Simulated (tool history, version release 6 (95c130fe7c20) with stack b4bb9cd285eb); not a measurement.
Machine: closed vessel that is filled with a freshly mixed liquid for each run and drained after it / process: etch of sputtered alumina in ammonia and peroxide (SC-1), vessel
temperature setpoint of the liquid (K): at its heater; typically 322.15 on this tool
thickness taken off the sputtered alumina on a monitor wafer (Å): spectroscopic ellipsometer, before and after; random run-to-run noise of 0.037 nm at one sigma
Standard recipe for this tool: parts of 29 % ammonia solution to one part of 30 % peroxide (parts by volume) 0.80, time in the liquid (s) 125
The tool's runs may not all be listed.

run   hour  temperature setpoint of the liquid (K)  parts of 29 % ammonia solution to one part of 30 % peroxide (parts by volume)  time in the liquid (s)  read-back film thickness of the sputtered alumina reference wafer, read on the same gauge (nm)  thickness taken off the sputtered alumina on a monitor wafer (Å)
  1    0.0                                  322.15                                                                           0.90                     125                                                                                           69.99                                                              56.7
  2   25.1                                  322.15                                                                           0.90                     125                                                                                           69.99                                                              57.2
  3   58.7                                  322.15                                                                           0.80                     125                                                                                           70.01                                                              55.8
  4   87.3                                  322.15                                                                           0.80                     125                                                                                           69.98                                                              56.3
  5  103.5                                  322.15                                                                           0.80                     125                                                                                           69.99                                                              56.0
  6  124.1                                  322.15                                                                           0.80                     125                                                                                           69.99                                                              56.0
     132.3  -- new drum of ammonia solution connected
     132.9  -- thermometer replaced
     133.6  -- ammonia flow meter replaced
     136.9  -- gauge calibrated
  7  138.6                                  322.15                                                                           0.80                     125                                                                                           70.01                                                              52.7
  8  164.8                                  313.65                                                                           0.65                     170                                                                                           69.99                                                              42.4
     184.4  -- thermometer replaced, repeated, since the last time left the tool worse
  9  199.9                                  322.15                                                                           0.80                     170                                                                                           70.02                                                              84.1
 10  214.5                                  330.65                                                                           1.15                      60                                                                                           70.01                                                              48.3
 11  233.2                                  326.15                                                                           0.80                     125                                                                                           69.98                                                              76.9
 12  247.0                                  317.15                                                                           0.80                     160                                                                                           69.99                                                              59.4
 13  330.4                                  313.65                                                                           0.65                     170                                                                                           70.01                                                              50.8

For run 14, what comes out?
 14  359.3                                  324.65                                                                           0.40                      75                                                                                               ?                                                                 ?

For run 14 the tool returned read-back film thickness of the sputtered alumina reference wafer, read on the same gauge (nm) 70.01, thickness taken off the sputtered alumina on a monitor wafer (Å) 39.7.
With the hidden condition absent and the run-to-run variation left alone, this run would have shown thickness taken off the sputtered alumina on a monitor wafer (Å) 40.5.
